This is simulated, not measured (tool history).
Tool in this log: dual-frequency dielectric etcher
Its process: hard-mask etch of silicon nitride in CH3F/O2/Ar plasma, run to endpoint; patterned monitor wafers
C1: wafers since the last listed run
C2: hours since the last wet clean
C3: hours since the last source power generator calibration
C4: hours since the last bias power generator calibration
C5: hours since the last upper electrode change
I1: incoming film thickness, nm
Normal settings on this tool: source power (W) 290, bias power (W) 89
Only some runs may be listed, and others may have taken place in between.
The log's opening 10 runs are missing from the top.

Run 11, day 12.608: usual settings; C1 378; C2 241.9; C3 1937.6; C4 2867.8; C5 5137.8; I1 39.28. Result: endpoint time (s) 53.3.
Run 12, day 13.142: usual settings; C1 201; C2 254.7; C3 1950.4; C4 2880.6; C5 5150.6; I1 39.54. Result: endpoint time (s) 54.3.
At day 15.629: wet clean of the chamber.
Run 13, day 16.396: usual settings but source power (W) 250; C1 852; C2 18.4; C3 2028.5; C4 2958.7; C5 5228.7; I1 39.36. Result: endpoint time (s) 55.3.
Run 14, day 17.075: usual settings but source power (W) 250; C1 256; C2 34.7; C3 2044.8; C4 2975.0; C5 5245.0; I1 39.29. Result: endpoint time (s) 55.4.
Run 15, day 18.225: usual settings; C1 434; C2 62.3; C3 2072.4; C4 3002.6; C5 5272.6; I1 39.51. Result: endpoint time (s) 53.0.
Run 16, day 19.096: usual settings but source power (W) 360, bias power (W) 102; C1 329; C2 83.2; C3 2093.3; C4 3023.5; C5 5293.5; I1 39.28. Result: endpoint time (s) 45.7.
At day 21.246: upper electrode replaced.
Run 17, day 21.267: usual settings; C1 442; C2 135.3; C3 2145.4; C4 3075.6; C5 0.5; I1 39.32. Result: endpoint time (s) 53.1.
Run 18, day 21.300: usual settings but bias power (W) 74; C1 12; C2 136.1; C3 2146.2; C4 3076.4; C5 1.3; I1 39.10. Result: endpoint time (s) 58.2.
Run 19, day 24.979: usual settings but source power (W) 340; C1 1391; C2 224.4; C3 2234.5; C4 3164.7; C5 89.6; I1 39.54. Result: endpoint time (s) 51.1.
Run 20, day 26.242: usual settings; C1 477; C2 254.7; C3 2264.8; C4 3195.0; C5 119.9; I1 38.91. Result: endpoint time (s) 53.9.
Run 21, day 27.700: usual settings but bias power (W) 68; C1 551; C2 289.7; C3 2299.8; C4 3230.0; C5 154.9; I1 39.07. Result: endpoint time (s) 62.8.
At day 28.329: source power generator calibrated.
Run 22, day 29.129: usual settings; C1 477; C2 324.0; C3 19.2; C4 3264.3; C5 189.2; I1 39.13. Result: endpoint time (s) 54.4.
Run 23, day 30.108: usual settings but source power (W) 330, bias power (W) 110; C1 370; C2 347.5; C3 42.7; C4 3287.8; C5 212.7; I1 39.19. Result: endpoint time (s) 46.8.
At day 31.525: wet clean of the chamber.
Run 24, day 31.546: usual settings but source power (W) 330, bias power (W) 105; C1 165; C2 0.5; C3 77.2; C4 3322.3; C5 247.2; I1 39.61. Result: endpoint time (s) 45.9.
At day 32.821: bias power generator calibrated.
Run 25, day 34.454: usual settings but source power (W) 340, bias power (W) 75; C1 1036; C2 70.3; C3 147.0; C4 39.2; C5 317.0; I1 38.94. Result: endpoint time (s) 53.6.
Run 26, day 35.158: usual settings but source power (W) 320, bias power (W) 70; C1 266; C2 87.2; C3 163.9; C4 56.1; C5 333.9; I1 39.36. Result: endpoint time (s) 58.5.
Run 27, day 36.371: usual settings but bias power (W) 79; C1 458; C2 116.3; C3 193.0; C4 85.2; C5 363.0; I1 39.64. Result: endpoint time (s) 56.9.
Run 28, day 37.021: usual settings but source power (W) 340, bias power (W) 105; C1 245; C2 131.9; C3 208.6; C4 100.8; C5 378.6; I1 38.96. Result: endpoint time (s) 45.6.
Run 29, day 37.983: usual settings; C1 363; C2 155.0; C3 231.7; C4 123.9; C5 401.7; I1 39.14. Result: endpoint time (s) 53.4.
Run 30, day 38.633: usual settings but source power (W) 270, bias power (W) 72; C1 245; C2 170.6; C3 247.3; C4 139.5; C5 417.3; I1 39.07. Result: endpoint time (s) 61.3.
Run 31, day 39.883: usual settings but source power (W) 350, bias power (W) 101; C1 472; C2 200.6; C3 277.3; C4 169.5; C5 447.3; I1 39.12. Result: endpoint time (s) 46.5.
Run 32, day 40.933: usual settings but source power (W) 250, bias power (W) 105; C1 397; C2 225.8; C3 302.5; C4 194.7; C5 472.5; I1 39.15. Result: endpoint time (s) 51.7.
Run 33, day 42.312: usual settings but source power (W) 240, bias power (W) 71; C1 521; C2 258.9; C3 335.6; C4 227.8; C5 505.6; I1 39.87. Result: endpoint time (s) 66.4.
Run 34, day 43.771: usual settings; C1 551; C2 293.9; C3 370.6; C4 262.8; C5 540.6; I1 39.58. Result: endpoint time (s) 54.5.

Each row is a separate what-if for the run after 34, all from the same tool condition, not one after another. Results?
Run A, day 43.788: usual settings; C1 6; C2 294.3; C3 371.0; C4 263.2; C5 541.0; I1 38.95. Result: endpoint time (s) ?.
Run B, day 43.788: usual settings but source power (W) 250, bias power (W) 104; C1 6; C2 294.3; C3 371.0; C4 263.2; C5 541.0; I1 38.95. Result: endpoint time (s) ?.
Run C, day 43.788: usual settings but source power (W) 340, bias power (W) 81; C1 6; C2 294.3; C3 371.0; C4 263.2; C5 541.0; I1 38.95. Result: endpoint time (s) ?.
Run D, day 43.788: usual settings but source power (W) 230, bias power (W) 69; C1 6; C2 294.3; C3 371.0; C4 263.2; C5 541.0; I1 38.95. Result: endpoint time (s) ?.
Run E, day 43.788: usual settings but source power (W) 320, bias power (W) 74; C1 6; C2 294.3; C3 371.0; C4 263.2; C5 541.0; I1 38.95. Result: endpoint time (s) ?.

run  endpoint time (s)
  A               54.2
  B               52.7
  C               53.9
  D               67.2
  E               57.7
Without the tool's hidden state the same runs would have given:
run  endpoint time (s)
  A               52.0
  B               50.5
  C               51.7
  D               64.5
  E               55.4

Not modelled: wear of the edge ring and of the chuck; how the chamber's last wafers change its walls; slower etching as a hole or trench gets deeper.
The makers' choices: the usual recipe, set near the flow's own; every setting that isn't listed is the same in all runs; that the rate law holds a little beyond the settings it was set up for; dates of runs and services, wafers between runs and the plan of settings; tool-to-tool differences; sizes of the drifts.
